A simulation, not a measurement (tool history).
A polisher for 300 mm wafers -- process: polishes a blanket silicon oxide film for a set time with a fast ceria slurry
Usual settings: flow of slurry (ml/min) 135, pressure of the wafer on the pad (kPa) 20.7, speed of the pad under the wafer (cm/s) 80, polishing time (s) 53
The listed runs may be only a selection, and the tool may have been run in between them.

| run | hour | flow of slurry (ml/min) | pressure of the wafer on the pad (kPa) | speed of the pad under the wafer (cm/s) | polishing time (s) | incoming thickness of the incoming film, nm | film removed (nm) |
|---|---|---|---|---|---|---|---|
| 1 | 0 | 135 | 20.7 | 80 | 53 | 3363.1 | 561.6 |
|  | 21.6 | worn pad replaced by a new one |
|  | 176.7 | slurry nozzle cleaned |
| 2 | 226.3 | 135 | 20.7 | 80 | 53 | 3431.7 | 577.6 |
| 3 | 275.2 | 135 | 20.7 | 80 | 46 | 3415.6 | 478.7 |
|  | 311.5 | worn pad replaced by a new one |
| 4 | 337.4 | 135 | 20.7 | 80 | 53 | 3435.2 | 616.5 |
| 5 | 393.7 | 135 | 20.7 | 80 | 53 | 3411.2 | 607.8 |
| 6 | 495.8 | 135 | 20.7 | 80 | 53 | 3404.7 | 575.1 |
| 7 | 553 | 135 | 20.7 | 80 | 53 | 3429.3 | 563.2 |
|  | 594.3 | head pressure recalibrated |
|  | 598.3 | worn pad replaced by a new one, of another model than before |
| 8 | 622.9 | 155 | 15.9 | 80 | 53 | 3430 | 566.4 |
| 9 | 664.5 | 155 | 15.9 | 80 | 53 | 3403.6 | 567.7 |
| 10 | 856.3 | 155 | 15.9 | 80 | 53 | 3448.9 | 517.4 |
|  | 898.8 | slurry nozzle cleaned |
|  | 919.6 | worn pad replaced by a new one |
| 11 | 945.5 | 135 | 20.7 | 92 | 53 | 3371.8 | 675.7 |
| 12 | 1021.3 | 155 | 20.7 | 80 | 41 | 3449.8 | 470.3 |
| 13 | 1096.7 | 115 | 20.7 | 96 | 53 | 3371.4 | 621.1 |
| 14 | 1180.6 | 155 | 14.5 | 104 | 46 | 3364.8 | 533.7 |
|  | 1268.5 | worn pad replaced by a new one |
| 15 | 1288.1 | 135 | 22.8 | 56 | 53 | 3415 | 504.8 |
| 16 | 1354.7 | 95 | 24.1 | 80 | 53 | 3408.6 | 567.6 |
| 17 | 1443.3 | 105 | 17.2 | 80 | 61 | 3407 | 562.4 |
| 18 | 1500.4 | 135 | 20.7 | 80 | 53 | 3414.7 | 571.1 |
| 19 | 1555.6 | 135 | 20.7 | 80 | 41 | 3422.5 | 423.7 |

Each row is a separate what-if for the run after 19, all from the same tool condition, not one after another. Results?
| A | 1556 | 135 | 24.1 | 80 | 53 | 3420.8 | ? |
| B | 1556 | 170 | 15.2 | 94 | 43 | 3420.8 | ? |
| C | 1556 | 135 | 20.7 | 102 | 53 | 3420.8 | ? |
| D | 1556 | 120 | 20.7 | 58 | 69 | 3420.8 | ? |
| E | 1556 | 120 | 25.5 | 102 | 59 | 3420.8 | ? |

| run | film removed (nm) |
|---|---|
| A | 597.7 |
| B | 470.9 |
| C | 668.5 |
| D | 555.4 |
| E | 794.6 |
Take away the tool's hidden state, keep each run's random variation, and the runs would have read:
| run | film removed (nm) |
|---|---|
| A | 684.4 |
| B | 539.3 |
| C | 765.5 |
| D | 636 |
| E | 909.9 |
